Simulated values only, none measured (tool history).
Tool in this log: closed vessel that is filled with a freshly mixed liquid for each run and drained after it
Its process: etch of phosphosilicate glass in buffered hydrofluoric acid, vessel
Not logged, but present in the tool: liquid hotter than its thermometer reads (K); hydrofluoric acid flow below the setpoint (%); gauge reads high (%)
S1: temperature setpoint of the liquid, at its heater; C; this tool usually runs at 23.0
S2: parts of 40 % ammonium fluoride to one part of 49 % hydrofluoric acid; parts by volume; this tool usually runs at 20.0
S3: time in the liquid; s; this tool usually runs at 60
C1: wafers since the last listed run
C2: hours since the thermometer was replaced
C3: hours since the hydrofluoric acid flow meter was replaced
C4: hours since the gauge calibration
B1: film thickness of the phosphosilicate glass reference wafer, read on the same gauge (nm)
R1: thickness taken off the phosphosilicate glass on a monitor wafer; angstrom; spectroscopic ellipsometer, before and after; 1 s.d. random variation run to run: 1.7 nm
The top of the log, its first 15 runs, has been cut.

| run | day | S1 | S2 | S3 | C1 | C2 | C3 | C4 | B1 | R1 |
|---|---|---|---|---|---|---|---|---|---|---|
| 16 | 16.608 | 20.5 | 25.5 | 60 | 1305 | 117.8 | 62.3 | 476.8 | 30.02 | 1568.1 |
| 17 | 17.729 | 25.5 | 14.5 | 60 | 1940 | 144.7 | 89.2 | 503.7 | 30.00 | 3354.1 |
| 18 | 20.012 | 23.0 | 20.0 | 60 | 3953 | 199.5 | 144.0 | 558.5 | 30.02 | 2132.7 |
| 19 | 20.596 | 18.5 | 24.0 | 95 | 1010 | 213.5 | 158.0 | 572.5 | 29.98 | 2306.4 |
| 20 | 21.708 | 25.5 | 14.0 | 60 | 1926 | 240.2 | 184.7 | 599.2 | 30.00 | 3479.3 |
|  | 22.600 | gauge calibrated |
| 21 | 24.596 | 23.0 | 20.0 | 35 | 4999 | 309.5 | 254.0 | 47.9 | 29.96 | 1273.2 |
| 22 | 25.967 | 27.0 | 24.0 | 30 | 2373 | 342.4 | 286.9 | 80.8 | 30.02 | 1185.9 |
| 23 | 26.850 | 28.0 | 17.5 | 50 | 1529 | 363.6 | 308.1 | 102.0 | 29.98 | 2681.4 |
| 24 | 27.354 | 23.0 | 14.0 | 40 | 872 | 375.7 | 320.2 | 114.1 | 30.00 | 2023.8 |
| 25 | 28.150 | 26.5 | 22.0 | 40 | 1377 | 394.8 | 339.3 | 133.2 | 29.99 | 1614.9 |
| 26 | 29.508 | 28.0 | 14.0 | 90 | 2351 | 427.4 | 371.9 | 165.8 | 29.98 | 6087.3 |
| 27 | 30.154 | 23.0 | 26.5 | 30 | 1118 | 442.9 | 387.4 | 181.3 | 29.99 | 892.6 |

Expected results for the next run?
| 28 | 30.654 | 23.0 | 20.0 | 60 | 865 | 454.9 | 399.4 | 193.3 | ? | ? |

Run 28 measured B1 29.96, R1 2200.6 angstrom.
Had the tool carried no hidden state, the very same run would have given R1 2097.9 angstrom.

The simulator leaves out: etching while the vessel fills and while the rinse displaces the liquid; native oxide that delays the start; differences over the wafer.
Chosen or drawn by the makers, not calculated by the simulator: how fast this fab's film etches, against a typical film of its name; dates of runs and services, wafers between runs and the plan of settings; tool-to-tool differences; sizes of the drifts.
